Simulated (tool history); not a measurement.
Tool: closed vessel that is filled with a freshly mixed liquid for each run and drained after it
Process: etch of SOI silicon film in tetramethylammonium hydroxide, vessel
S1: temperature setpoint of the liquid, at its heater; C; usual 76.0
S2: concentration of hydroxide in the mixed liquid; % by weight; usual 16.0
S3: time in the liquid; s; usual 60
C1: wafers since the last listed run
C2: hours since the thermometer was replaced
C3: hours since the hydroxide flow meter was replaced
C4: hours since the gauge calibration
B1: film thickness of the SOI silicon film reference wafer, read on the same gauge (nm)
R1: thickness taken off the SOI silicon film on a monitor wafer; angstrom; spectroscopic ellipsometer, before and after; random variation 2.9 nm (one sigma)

run 1 hour=0.0 | S1=76.0 S2=16.0 S3=60 | C1=0 C2=1570.9 C3=1151.0 C4=533.8 | B1=80.02 | R1=5162.8
run 2 hour=26.7 | S1=76.0 S2=19.0 S3=60 | C1=2926 C2=1597.6 C3=1177.7 C4=560.5 | B1=80.00 | R1=4774.9
run 3 hour=38.8 | S1=76.0 S2=13.5 S3=60 | C1=1326 C2=1609.7 C3=1189.8 C4=572.6 | B1=79.96 | R1=5528.1
run 4 hour=58.0 | S1=76.0 S2=13.5 S3=60 | C1=2104 C2=1628.9 C3=1209.0 C4=591.8 | B1=79.99 | R1=5501.2
run 5 hour=93.7 | S1=76.0 S2=16.0 S3=60 | C1=3912 C2=1664.6 C3=1244.7 C4=627.5 | B1=80.01 | R1=5179.2
run 6 hour=122.3 | S1=76.0 S2=16.0 S3=60 | C1=3134 C2=1693.2 C3=1273.3 C4=656.1 | B1=79.99 | R1=5172.5
run 7 hour=142.6 | S1=76.0 S2=16.0 S3=60 | C1=2224 C2=1713.5 C3=1293.6 C4=676.4 | B1=80.00 | R1=5211.0
run 8 hour=169.0 | S1=72.0 S2=16.0 S3=60 | C1=2893 C2=1739.9 C3=1320.0 C4=702.8 | B1=80.02 | R1=4157.8
run 9 hour=201.8 | S1=72.0 S2=16.0 S3=60 | C1=3594 C2=1772.7 C3=1352.8 C4=735.6 | B1=80.03 | R1=4127.9
run 10 hour=233.5 | S1=72.0 S2=16.0 S3=60 | C1=3474 C2=1804.4 C3=1384.5 C4=767.3 | B1=79.99 | R1=4162.1
run 11 hour=268.3 | S1=76.0 S2=16.0 S3=90 | C1=3814 C2=1839.2 C3=1419.3 C4=802.1 | B1=79.98 | R1=7738.6
run 12 hour=295.9 | S1=76.0 S2=16.0 S3=60 | C1=3024 C2=1866.8 C3=1446.9 C4=829.7 | B1=79.99 | R1=5161.6
run 13 hour=328.4 | S1=76.0 S2=16.0 S3=60 | C1=3562 C2=1899.3 C3=1479.4 C4=862.2 | B1=80.00 | R1=5183.0
run 14 hour=351.4 | S1=76.0 S2=16.0 S3=60 | C1=2520 C2=1922.3 C3=1502.4 C4=885.2 | B1=80.00 | R1=5132.0
run 15 hour=364.1 | S1=82.0 S2=16.0 S3=60 | C1=1391 C2=1935.0 C3=1515.1 C4=897.9 | B1=80.01 | R1=7249.5
run 16 hour=382.7 | S1=76.0 S2=16.0 S3=60 | C1=2038 C2=1953.6 C3=1533.7 C4=916.5 | B1=79.98 | R1=5240.4
run 17 hour=410.8 | S1=76.0 S2=16.0 S3=30 | C1=3079 C2=1981.7 C3=1561.8 C4=944.6 | B1=80.00 | R1=2587.4
run 18 hour=443.7 | S1=76.0 S2=16.0 S3=60 | C1=3605 C2=2014.6 C3=1594.7 C4=977.5 | B1=79.99 | R1=5265.1
run 19 hour=461.6 | S1=76.0 S2=16.0 S3=40 | C1=1961 C2=2032.5 C3=1612.6 C4=995.4 | B1=79.99 | R1=3492.4
-- hour=468.8 gauge calibrated
run 20 hour=487.6 | S1=76.0 S2=16.0 S3=60 | C1=2849 C2=2058.5 C3=1638.6 C4=18.8 | B1=79.99 | R1=5208.2
run 21 hour=508.2 | S1=78.5 S2=16.0 S3=60 | C1=2257 C2=2079.1 C3=1659.2 C4=39.4 | B1=79.96 | R1=5998.6
-- hour=512.7 thermometer replaced
run 22 hour=537.0 | S1=76.0 S2=16.0 S3=60 | C1=3046 C2=24.3 C3=1688.0 C4=68.2 | B1=80.00 | R1=4668.7
run 23 hour=561.6 | S1=76.0 S2=16.0 S3=60 | C1=2696 C2=48.9 C3=1712.6 C4=92.8 | B1=80.01 | R1=4678.3
run 24 hour=576.5 | S1=72.0 S2=16.0 S3=60 | C1=1633 C2=63.8 C3=1727.5 C4=107.7 | B1=79.98 | R1=3723.8
-- hour=588.5 hydroxide flow meter replaced
run 25 hour=608.1 | S1=76.0 S2=16.0 S3=45 | C1=3353 C2=95.4 C3=19.6 C4=139.3 | B1=80.02 | R1=3689.5
run 26 hour=641.8 | S1=76.0 S2=12.0 S3=30 | C1=3693 C2=129.1 C3=53.3 C4=173.0 | B1=79.99 | R1=2774.1
run 27 hour=725.9 | S1=74.0 S2=18.5 S3=50 | C1=9217 C2=213.2 C3=137.4 C4=257.1 | B1=80.02 | R1=3465.4
run 28 hour=756.4 | S1=76.0 S2=16.0 S3=60 | C1=3342 C2=243.7 C3=167.9 C4=287.6 | B1=80.01 | R1=4905.0
run 29 hour=770.0 | S1=72.0 S2=12.5 S3=30 | C1=1490 C2=257.3 C3=181.5 C4=301.2 | B1=79.99 | R1=2176.5
run 30 hour=785.0 | S1=78.5 S2=14.5 S3=75 | C1=1644 C2=272.3 C3=196.5 C4=316.2 | B1=79.98 | R1=7318.1
run 31 hour=881.0 | S1=76.0 S2=16.0 S3=60 | C1=10521 C2=368.3 C3=292.5 C4=412.2 | B1=80.00 | R1=4898.0
run 32 hour=959.7 | S1=70.5 S2=12.5 S3=70 | C1=8625 C2=447.0 C3=371.2 C4=490.9 | B1=80.03 | R1=4659.0
run 33 hour=986.5 | S1=81.0 S2=16.0 S3=40 | C1=2937 C2=473.8 C3=398.0 C4=517.7 | B1=80.00 | R1=4343.9
run 34 hour=1018.2 | S1=69.5 S2=20.5 S3=30 | C1=3474 C2=505.5 C3=429.7 C4=549.4 | B1=80.00 | R1=1525.9
run 35 hour=1053.1 | S1=76.0 S2=12.5 S3=60 | C1=3825 C2=540.4 C3=464.6 C4=584.3 | B1=79.99 | R1=5523.6

Hidden state at the last listed run before each entry between runs and at the first one after, where it differs:
Between runs 19 and 20: gauge calibrated (hour 468.8)
  liquid hotter than its thermometer reads (K): 2.04 -> 2.07; hydroxide flow above the setpoint (%): 12 -> 12.2
  measured less the result without the state, R1: +245.1 -> +370.4 angstrom
Between runs 21 and 22: thermometer replaced (hour 512.7)
  liquid hotter than its thermometer reads (K): 2.08 -> 0.0255; hydroxide flow above the setpoint (%): 12.3 -> 12.5
  measured less the result without the state, R1: +417.7 -> -202.5 angstrom
Between runs 24 and 25: hydroxide flow meter replaced (hour 588.5)
  liquid hotter than its thermometer reads (K): 0.0635 -> 0.0938; hydroxide flow above the setpoint (%): 12.8 -> 0.447
  measured less the result without the state, R1: -158.5 -> +13.2 angstrom
